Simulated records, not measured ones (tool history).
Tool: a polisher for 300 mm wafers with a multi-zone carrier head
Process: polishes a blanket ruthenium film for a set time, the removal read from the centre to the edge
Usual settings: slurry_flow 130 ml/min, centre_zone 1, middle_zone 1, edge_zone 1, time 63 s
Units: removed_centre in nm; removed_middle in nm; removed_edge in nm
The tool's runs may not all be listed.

| run | hour | slurry_flow | centre_zone | middle_zone | edge_zone | time | incoming thickness of the incoming film, nm | removed_centre | removed_middle | removed_edge |
|---|---|---|---|---|---|---|---|---|---|---|
| 1 | 0 | 130 | 0.91 | 1 | 1 | 63 | 538.9 | 52.2 | 61.3 | 59.1 |
| 2 | 12.9 | 130 | 1 | 1 | 1 | 47 | 528.7 | 42.5 | 44.2 | 45.6 |
| 3 | 26.1 | 130 | 1 | 1 | 1 | 47 | 527.9 | 43.6 | 45.4 | 43.8 |
| 4 | 34.4 | 130 | 1 | 1 | 1 | 47 | 529.3 | 42.9 | 43.9 | 44.5 |
| 5 | 41.6 | 130 | 1 | 1 | 1 | 63 | 528.4 | 58.4 | 61.3 | 61.4 |
| 6 | 58.4 | 130 | 1 | 1 | 1 | 63 | 526.9 | 59.3 | 59.8 | 61.1 |
| 7 | 66.5 | 130 | 1 | 1 | 1 | 63 | 536.8 | 58.4 | 59.8 | 60.2 |
| 8 | 78.9 | 130 | 1 | 1.04 | 1 | 63 | 527.6 | 58.2 | 61.6 | 60.9 |
| 9 | 92.5 | 130 | 1 | 1.04 | 1 | 63 | 533.9 | 58 | 62.4 | 61.7 |
| 10 | 99.5 | 130 | 1 | 1 | 1 | 63 | 529.2 | 57.7 | 59.3 | 59.8 |
| 11 | 107.9 | 130 | 1 | 1 | 1 | 63 | 528.9 | 58.3 | 61.1 | 60.4 |
| 12 | 121 | 130 | 1 | 1 | 1 | 63 | 530.7 | 57.2 | 60.2 | 58.7 |
| 13 | 130.2 | 130 | 1 | 1 | 1 | 63 | 536.6 | 58.2 | 62 | 59.9 |
| 14 | 137.2 | 155 | 1 | 0.93 | 1 | 63 | 530.1 | 61 | 58.8 | 62.6 |
| 15 | 143.3 | 170 | 1 | 1 | 1 | 63 | 524.3 | 62.1 | 63.5 | 61.7 |
| 16 | 158.7 | 130 | 1 | 1 | 1 | 63 | 529.4 | 58.6 | 60.8 | 60.5 |
| 17 | 169.3 | 130 | 1 | 1 | 0.94 | 54 | 529.7 | 50.9 | 51.5 | 50 |
| 18 | 181.6 | 145 | 1 | 1 | 1 | 63 | 532.4 | 59.9 | 62.4 | 61.7 |
| 19 | 195.8 | 130 | 1 | 1 | 1 | 63 | 523.9 | 57.5 | 60.9 | 61.3 |
| 20 | 209.4 | 130 | 1.06 | 1 | 1 | 54 | 537.4 | 53 | 51.9 | 51.3 |
| 21 | 221.1 | 155 | 1 | 0.9 | 1.1 | 63 | 536.1 | 58.9 | 58.1 | 65.1 |
| 22 | 234 | 130 | 1.07 | 1 | 1 | 48 | 530.6 | 47.2 | 45.7 | 47.6 |
| 23 | 246.9 | 130 | 0.89 | 1 | 1 | 47 | 523.1 | 38.8 | 44.2 | 45.2 |

Taken out of this log: 6 entries between the listed runs. Where each belongs, and how the hidden state differs across it:
Between runs 1 and 2: worn pad replaced by a new one (hour 5.3)
  no hidden state differs between the two runs
Between runs 8 and 9: edge zone pressure recalibrated (hour 82.8)
  no hidden state differs between the two runs
Between runs 9 and 10: slurry nozzle cleaned (hour 94.6)
  no hidden state differs between the two runs
Between runs 10 and 11: centre zone pressure recalibrated (hour 107.4)
  no hidden state differs between the two runs
Between runs 15 and 16: worn pad replaced by a new one (hour 154)
  no hidden state differs between the two runs
Between runs 16 and 17: carrier head's membrane replaced by a new one (hour 168.8)
  no hidden state differs between the two runs
